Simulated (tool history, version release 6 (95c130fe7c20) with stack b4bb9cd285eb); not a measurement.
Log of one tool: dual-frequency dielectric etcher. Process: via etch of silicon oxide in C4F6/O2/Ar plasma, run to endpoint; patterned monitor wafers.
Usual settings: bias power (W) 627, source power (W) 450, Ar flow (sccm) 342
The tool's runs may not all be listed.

run	hour	bias power (W)	source power (W)	Ar flow (sccm)	incoming incoming film thickness, nm	endpoint time (s)
1	0.0	627	450	342	106.2	21.2
# hour 321.8: bias power generator calibrated
2	322.3	627	450	342	105.1	21.6
3	420.1	627	450	342	106.0	21.4
4	489.6	627	450	342	106.5	21.8
5	581.3	627	450	296	105.9	21.5
6	648.9	691	450	290	106.4	21.7
# hour 682.1: wet clean of the chamber
7	719.5	565	410	342	106.1	22.8
8	825.8	627	450	342	106.5	21.9
9	914.8	627	450	342	106.3	21.9
# hour 932.7: source power generator calibrated
10	1020.5	627	450	342	106.2	22.1
# hour 1138.8: upper electrode replaced, of another model than before
11	1139.3	500	520	378	105.1	23.5
12	1167.8	745	410	280	106.2	20.6
13	1235.7	692	540	279	106.1	19.9
14	1396.9	493	380	342	105.4	25.8
15	1483.3	500	540	342	106.9	24.3
16	1522.3	627	360	264	106.3	22.9
# hour 1595.0: wet clean of the chamber
17	1612.9	564	450	342	106.1	22.1
18	1704.6	778	450	342	105.5	19.1
19	1790.2	627	370	369	105.6	22.3
20	1858.8	627	530	342	106.2	20.8
21	1907.7	627	400	421	106.9	22.8
22	1944.7	582	520	302	105.7	21.1
23	2002.5	627	450	400	106.0	22.0
24	2061.1	627	490	411	106.1	21.4
# hour 2136.5: Ar flow controller replaced
25	2159.4	505	530	415	106.6	24.0
26	2227.9	627	450	342	106.2	22.0
# hour 2292.6: wet clean of the chamber
27	2318.9	627	360	410	106.4	22.5
28	2423.1	709	500	342	105.5	19.6

Hidden state or all else? Some run-to-run changes of endpoint time (s), split into what the settings, what came in and random variation would give without the hidden state, and what is left for the hidden state (with any gauge scatter that isn't in both results):
The hidden state here: etch rate over this chamber's usual, %; bias power that arrives over what is set, %; source power that arrives over what is set, %; Ar flow that arrives over what is set, %.
Run 13 -> 14: bias power (W) 692 -> 493, source power (W) 540 -> 380, Ar flow (sccm) 279 -> 342. endpoint time (s) +5.9: hidden state +0.6, all else +5.3.
Run 16 -> 17: bias power (W) 627 -> 564, source power (W) 360 -> 450, Ar flow (sccm) 264 -> 342, wet clean of the chamber. endpoint time (s) -0.8: hidden state -1.4, all else +0.6.
Run 18 -> 19: bias power (W) 778 -> 627, source power (W) 450 -> 370, Ar flow (sccm) 342 -> 369. endpoint time (s) +3.2: hidden state +0.1, all else +3.1.
Run 26 -> 27: source power (W) 450 -> 360, Ar flow (sccm) 342 -> 410, wet clean of the chamber. endpoint time (s) +0.5: hidden state -0.9, all else +1.4.
